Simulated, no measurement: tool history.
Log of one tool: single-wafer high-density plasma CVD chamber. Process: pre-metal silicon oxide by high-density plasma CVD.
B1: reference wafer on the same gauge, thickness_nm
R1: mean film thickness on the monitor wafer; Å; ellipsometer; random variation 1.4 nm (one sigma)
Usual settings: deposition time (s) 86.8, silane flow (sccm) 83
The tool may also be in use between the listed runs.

Run 1, day 0: usual settings; B1 719.834. Result: R1 6827.1 Å.
Run 2, day 1.079: usual settings; B1 720.32. Result: R1 6804.25 Å.
Run 3, day 5.5: usual settings; B1 720.123. Result: R1 6795.58 Å.
Run 4, day 8.233: usual settings; B1 719.736. Result: R1 6841.35 Å.
Run 5, day 10.942: usual settings; B1 720.353. Result: R1 6819.53 Å.
Run 6, day 13.05: usual settings; B1 719.787. Result: R1 6839.96 Å.
Run 7, day 14.8: usual settings but silane flow (sccm) 77; B1 720.452. Result: R1 6330.22 Å.
Run 8, day 16.854: usual settings but silane flow (sccm) 77; B1 720.071. Result: R1 6327.99 Å.
At day 23.312: silane flow controller replaced.
Run 9, day 25.738: usual settings; B1 720.252. Result: R1 7277.61 Å.
Run 10, day 28.317: usual settings; B1 720.013. Result: R1 7287.17 Å.
Run 11, day 31.258: usual settings; B1 720.246. Result: R1 7256.6 Å.
Run 12, day 33.629: usual settings; B1 720.214. Result: R1 7253.39 Å.
At day 36.325: silane flow controller replaced, repeated, since the last time left the tool worse.
Run 13, day 36.346: usual settings; B1 720.032. Result: R1 6982.81 Å.
Run 14, day 37.554: usual settings; B1 720.145. Result: R1 7001.03 Å.
At day 37.958: gauge calibrated.
Run 15, day 40.312: usual settings but deposition time (s) 78.3, silane flow (sccm) 70; B1 720.285. Result: R1 5308.09 Å.
Run 16, day 42.629: usual settings but deposition time (s) 71.4, silane flow (sccm) 67; B1 720.153. Result: R1 4646.74 Å.
Run 17, day 43.904: usual settings; B1 719.997. Result: R1 6972.45 Å.
Run 18, day 45.108: usual settings but deposition time (s) 100.2, silane flow (sccm) 73; B1 719.754. Result: R1 7098.38 Å.
Run 19, day 47.154: usual settings but deposition time (s) 77.4, silane flow (sccm) 75; B1 720.442. Result: R1 5634.71 Å.
Run 20, day 48.967: usual settings but deposition time (s) 81.5, silane flow (sccm) 94; B1 720.064. Result: R1 7427.18 Å.
Run 21, day 51.671: usual settings; B1 720.154. Result: R1 6933.31 Å.
Run 22, day 56.754: usual settings; B1 719.983. Result: R1 6947.6 Å.
Run 23, day 59.7: usual settings but deposition time (s) 74.8, silane flow (sccm) 93; B1 719.94. Result: R1 6687.53 Å.
Run 24, day 62.283: usual settings but silane flow (sccm) 92; B1 720.348. Result: R1 7681.43 Å.
Run 25, day 64.488: usual settings but silane flow (sccm) 92; B1 720.212. Result: R1 7668.78 Å.
Run 26, day 67.212: usual settings; B1 719.755. Result: R1 6932.63 Å.
Run 27, day 68.758: usual settings but deposition time (s) 73.8, silane flow (sccm) 75; B1 719.713. Result: R1 5307.75 Å.
Run 28, day 71.733: usual settings but deposition time (s) 97.1, silane flow (sccm) 94; B1 719.967. Result: R1 8756.3 Å.

What the log doesn't show, run by run:
gauge reads high (%): 0 in every run
H1: delivered silane flow above the setpoint (%)
run       H1
  1    -2.18
  2    -2.18
  3     -2.2
  4    -2.21
  5    -2.22
  6    -2.22
  7    -2.23
  8    -2.24
  9     4.19
 10     4.04
 11     3.88
 12     3.77
 13    0.316
 14    0.241
 15   0.0782
 16  -0.0496
 17   -0.117
 18   -0.178
 19   -0.277
 20   -0.361
 21   -0.479
 22   -0.678
 23   -0.782
 24   -0.867
 25   -0.935
 26    -1.01
 27    -1.05
 28    -1.13

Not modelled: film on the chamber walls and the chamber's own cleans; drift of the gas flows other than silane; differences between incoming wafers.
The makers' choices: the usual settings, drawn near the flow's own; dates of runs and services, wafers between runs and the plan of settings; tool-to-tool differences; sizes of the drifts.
